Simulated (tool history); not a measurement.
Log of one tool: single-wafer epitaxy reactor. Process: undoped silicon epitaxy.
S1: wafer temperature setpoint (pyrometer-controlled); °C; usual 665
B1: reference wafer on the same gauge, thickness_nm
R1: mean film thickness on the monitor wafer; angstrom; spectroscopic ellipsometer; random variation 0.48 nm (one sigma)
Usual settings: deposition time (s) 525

run 1 hour=0 | S1=673 deposition_time_(s)=525 | B1=108.072 | R1=1461.47
run 2 hour=61 | S1=665 deposition_time_(s)=525 | B1=108.122 | R1=1248.29
run 3 hour=108.8 | S1=665 deposition_time_(s)=525 | B1=107.93 | R1=1246.67
run 4 hour=204.5 | S1=665 deposition_time_(s)=525 | B1=107.937 | R1=1253.2
-- hour=253.5 pyrometer calibrated
run 5 hour=302.5 | S1=665 deposition_time_(s)=525 | B1=107.969 | R1=1208.59
run 6 hour=508.2 | S1=665 deposition_time_(s)=525 | B1=107.954 | R1=1203.54
run 7 hour=561.8 | S1=665 deposition_time_(s)=525 | B1=107.965 | R1=1199.02
run 8 hour=640.4 | S1=665 deposition_time_(s)=525 | B1=107.966 | R1=1208.07
run 9 hour=698 | S1=665 deposition_time_(s)=525 | B1=107.99 | R1=1216.86
run 10 hour=802.4 | S1=665 deposition_time_(s)=485 | B1=107.955 | R1=1122.81
run 11 hour=871.9 | S1=665 deposition_time_(s)=485 | B1=107.95 | R1=1126.88
run 12 hour=1192.8 | S1=661 deposition_time_(s)=525 | B1=108.102 | R1=1125.86
run 13 hour=1269.1 | S1=665 deposition_time_(s)=456 | B1=107.822 | R1=1064.02
run 14 hour=1357.4 | S1=675 deposition_time_(s)=525 | B1=108.007 | R1=1506.55
run 15 hour=1508.7 | S1=665 deposition_time_(s)=578 | B1=107.809 | R1=1356.87
run 16 hour=1560.4 | S1=665 deposition_time_(s)=525 | B1=107.951 | R1=1229.07
run 17 hour=1643.9 | S1=665 deposition_time_(s)=525 | B1=108 | R1=1226.89
run 18 hour=1723.6 | S1=665 deposition_time_(s)=525 | B1=107.976 | R1=1244.31
run 19 hour=1781.1 | S1=665 deposition_time_(s)=559 | B1=108.03 | R1=1330.54
run 20 hour=1872.7 | S1=665 deposition_time_(s)=559 | B1=108.042 | R1=1323.52
-- hour=1947 pyrometer calibrated
run 21 hour=1947.5 | S1=665 deposition_time_(s)=559 | B1=108.084 | R1=1281.75
run 22 hour=2026.4 | S1=676 deposition_time_(s)=454 | B1=108.003 | R1=1294.82
run 23 hour=2063.1 | S1=654 deposition_time_(s)=496 | B1=107.946 | R1=909.8
-- hour=2121.1 gauge calibrated
run 24 hour=2170.3 | S1=673 deposition_time_(s)=487 | B1=107.994 | R1=1306.48
run 25 hour=2210.5 | S1=665 deposition_time_(s)=467 | B1=107.992 | R1=1066.86
run 26 hour=2252.6 | S1=660 deposition_time_(s)=525 | B1=107.902 | R1=1084.92
run 27 hour=2313.3 | S1=654 deposition_time_(s)=496 | B1=108 | R1=903.98
run 28 hour=2354.8 | S1=670 deposition_time_(s)=428 | B1=107.968 | R1=1088.63
run 29 hour=2424.7 | S1=651 deposition_time_(s)=525 | B1=107.851 | R1=901.8
run 30 hour=2475 | S1=661 deposition_time_(s)=453 | B1=107.938 | R1=957.43
run 31 hour=2529.9 | S1=660 deposition_time_(s)=613 | B1=108.035 | R1=1273.8
run 32 hour=2574 | S1=665 deposition_time_(s)=525 | B1=108.187 | R1=1205.83
run 33 hour=2664.9 | S1=665 deposition_time_(s)=525 | B1=107.928 | R1=1210.72
run 34 hour=2744.3 | S1=665 deposition_time_(s)=525 | B1=108.061 | R1=1211.98
run 35 hour=3008.9 | S1=676 deposition_time_(s)=443 | B1=108.035 | R1=1283.43
run 36 hour=3092.2 | S1=665 deposition_time_(s)=492 | B1=108.138 | R1=1145.34
run 37 hour=3132.2 | S1=676 deposition_time_(s)=453 | B1=107.909 | R1=1310.82
run 38 hour=3176.6 | S1=657 deposition_time_(s)=483 | B1=108.051 | R1=958
run 39 hour=3402.5 | S1=673 deposition_time_(s)=487 | B1=107.976 | R1=1342.62
run 40 hour=3489.9 | S1=654 deposition_time_(s)=525 | B1=108.03 | R1=993.99
-- hour=3523.1 pyrometer calibrated
run 41 hour=3593.5 | S1=665 deposition_time_(s)=525 | B1=108.07 | R1=1212.86
run 42 hour=3649.1 | S1=659 deposition_time_(s)=525 | B1=108.05 | R1=1063
run 43 hour=3706.7 | S1=665 deposition_time_(s)=525 | B1=108.012 | R1=1220.35
run 44 hour=3752.2 | S1=672 deposition_time_(s)=461 | B1=108.111 | R1=1225.4

Forecast each of these 4 alternatives for the next run:
run A hour=3752.7 | S1=665 deposition_time_(s)=525 | B1=? | R1=?
run B hour=3752.7 | S1=656 deposition_time_(s)=525 | B1=? | R1=?
run C hour=3752.7 | S1=670 deposition_time_(s)=553 | B1=? | R1=?
run D hour=3752.7 | S1=658 deposition_time_(s)=432 | B1=? | R1=?

run=A B1=108.027 R1=1203.99
run=B B1=108.027 R1=1001.49
run=C B1=108.027 R1=1402.76
run=D B1=108.027 R1=858.76
Without the tool's hidden state the same runs would have given:
run=A R1=1199.78
run=B R1=997.92
run=C R1=1397.91
run=D R1=855.71

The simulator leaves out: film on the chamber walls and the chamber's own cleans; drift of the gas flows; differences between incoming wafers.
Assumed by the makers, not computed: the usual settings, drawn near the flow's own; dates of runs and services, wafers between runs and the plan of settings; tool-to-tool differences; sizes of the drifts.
